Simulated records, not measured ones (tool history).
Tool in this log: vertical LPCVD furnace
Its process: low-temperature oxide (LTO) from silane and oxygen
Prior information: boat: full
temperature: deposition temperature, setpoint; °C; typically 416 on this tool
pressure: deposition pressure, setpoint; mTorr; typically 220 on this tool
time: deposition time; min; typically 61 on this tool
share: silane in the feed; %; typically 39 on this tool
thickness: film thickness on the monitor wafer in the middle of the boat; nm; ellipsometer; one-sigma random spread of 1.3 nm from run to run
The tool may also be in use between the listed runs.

run,hour,temperature,pressure,time,share,"read-back reference wafer on the same gauge, thickness",thickness
1,0,416,220,61,39,644.12,545.63
2,61.8,416,220,61,39,644.17,546.55
3,109.6,416,220,61,39,643.88,545.71
4,153.4,416,220,61,39,643.91,549.39
5,306.8,416,220,61,39,643.93,546.94
# hour 367.8: silane flow controller replaced
6,376.2,416,220,61,39,644.04,561.89
7,523.4,416,220,61,39,643.75,558.73
8,581.1,416,220,61,39,643.99,557.98
9,627.4,416,220,61,39,644.09,559.85
10,670.6,416,220,61,39,644.13,558.49
11,700.5,416,220,61,39,643.9,554.91
# hour 732.6: gauge calibrated
12,742.3,424,195,69.5,42,644.12,665.43
13,774.1,427,165,37,39,644,283.98
14,817.3,416,220,72.5,39,644.01,663.81
15,882,416,265,61,43,643.97,746.95
16,949.8,416,220,61,39,644.08,555.82
17,1002.5,416,220,61,39,643.85,555.03
# hour 1071.5: pressure gauge zeroed
18,1072,416,240,61,44,643.65,692.78
19,1099.7,421,270,61,39,643.96,720.01
20,1124.3,404,270,61,39,643.82,600.76
21,1192.2,412,220,61,43,644.07,593.28
22,1241.9,405,220,38,35,643.86,267.11
23,1294.3,423,265,84,34,644.01,832.41
24,1346.8,423,220,76,44,644.03,844.44
25,1414.7,425,275,61,43,643.81,842.81
26,1455.2,409,220,61,39,644.02,512.96
27,1482.9,416,245,51,39,643.96,515.36

Estimate the outcome of run 28 from the log above:
28,1514,416,220,75.5,46,?,?

{"run 28": {"read-back reference wafer on the same gauge, thickness": 643.74, "thickness": 817.89}}
Without the tool's hidden state the same run would have given thickness 829.25 nm.
